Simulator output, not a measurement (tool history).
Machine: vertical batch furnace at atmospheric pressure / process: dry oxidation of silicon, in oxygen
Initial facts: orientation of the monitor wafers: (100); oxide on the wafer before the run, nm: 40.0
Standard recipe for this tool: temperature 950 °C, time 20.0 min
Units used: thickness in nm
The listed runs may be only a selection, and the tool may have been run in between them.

run	day	temperature	time	wafers since the last listed run	hours since the last temperature calibration	hours since the boat lift was adjusted	hours since the gauge calibration	read-back reference wafer on the same gauge, thickness	thickness
1	0.000	950	20.0	0	1901.6	2891.4	191.8	39.18	42.64
2	0.358	950	27.5	161	1910.2	2900.0	200.4	39.17	44.63
3	0.729	957	20.0	166	1919.1	2908.9	209.3	39.17	43.00
4	1.488	957	20.0	340	1937.3	2927.1	227.5	39.16	43.14
5	2.767	957	20.0	575	1968.0	2957.8	258.2	39.13	43.18
6	3.758	964	24.0	445	1991.8	2981.6	282.0	39.11	44.88
7	4.442	964	24.0	307	2008.2	2998.0	298.4	39.10	44.80
8	4.800	964	24.0	161	2016.8	3006.6	307.0	39.09	44.70
9	5.125	970	20.0	146	2024.6	3014.4	314.8	39.07	43.81
10	5.629	950	20.0	226	2036.7	3026.5	326.9	39.06	42.56
11	6.021	966	20.0	176	2046.1	3035.9	336.3	39.05	43.54
12	6.538	966	20.0	232	2058.5	3048.3	348.7	39.04	43.52
# day 7.629: thermocouples replaced and temperature profile calibrated
13	7.650	950	20.0	50	0.5	3075.0	375.4	39.01	42.39
14	7.850	950	20.0	89	5.3	3079.8	380.2	38.99	42.36
15	8.200	950	20.0	157	13.7	3088.2	388.6	38.99	42.31
16	8.854	969	16.0	294	29.4	3103.9	404.3	38.97	42.27
17	9.654	938	15.5	359	48.6	3123.1	423.5	38.95	40.35
# day 11.212: gauge calibrated
# day 11.921: boat lift adjusted
18	11.942	938	15.5	578	103.5	0.5	17.5	39.17	40.81
19	12.542	938	15.5	269	117.9	14.9	31.9	39.17	40.68
20	13.038	938	11.0	222	129.8	26.8	43.8	39.16	39.58
21	13.350	961	29.5	140	137.3	34.3	51.3	39.16	46.40
22	14.108	961	15.5	340	155.5	52.5	69.5	39.16	41.82
23	14.833	950	20.0	325	172.9	69.9	86.9	39.16	42.52
24	15.183	972	13.5	157	181.3	78.3	95.3	39.16	41.60
25	15.788	970	26.5	271	195.8	92.8	109.8	39.15	46.13
26	16.150	950	20.0	162	204.5	101.5	118.5	39.15	42.58
27	16.667	933	20.0	232	216.9	113.9	130.9	39.16	41.36
28	17.383	935	27.5	322	234.1	131.1	148.1	39.13	43.32
29	17.667	966	12.0	127	240.9	137.9	154.9	39.14	40.85
30	18.129	975	20.0	207	252.0	149.0	166.0	39.12	44.24
31	18.721	936	29.5	266	266.2	163.2	180.2	39.11	43.82
32	19.438	966	20.0	322	283.4	180.4	197.4	39.11	43.58
33	19.917	968	10.5	215	294.9	191.9	208.9	39.10	40.36
34	20.729	950	20.0	365	314.4	211.4	228.4	39.10	42.48
35	21.029	972	12.5	134	321.6	218.6	235.6	39.07	41.33
36	21.667	950	17.0	286	336.9	233.9	250.9	39.07	41.65
37	23.300	950	20.0	734	376.1	273.1	290.1	39.02	42.53
38	24.617	950	20.0	591	407.7	304.7	321.7	39.00	42.49
39	25.242	950	20.0	281	422.7	319.7	336.7	38.98	42.46

Here are 4 independent what-if runs from the current tool condition. What would each one return?
A	25.446	950	20.0	91	427.6	324.6	341.6	?	?
B	25.446	950	16.5	91	427.6	324.6	341.6	?	?
C	25.446	950	23.0	91	427.6	324.6	341.6	?	?
D	25.446	974	12.0	91	427.6	324.6	341.6	?	?

run	read-back reference wafer on the same gauge, thickness	thickness
A	38.98	42.47
B	38.98	41.48
C	38.98	43.31
D	38.98	41.21
Take away the tool's hidden state, keep each run's random variation, and the runs would have read:
run	thickness
A	42.71
B	41.71
C	43.55
D	41.44

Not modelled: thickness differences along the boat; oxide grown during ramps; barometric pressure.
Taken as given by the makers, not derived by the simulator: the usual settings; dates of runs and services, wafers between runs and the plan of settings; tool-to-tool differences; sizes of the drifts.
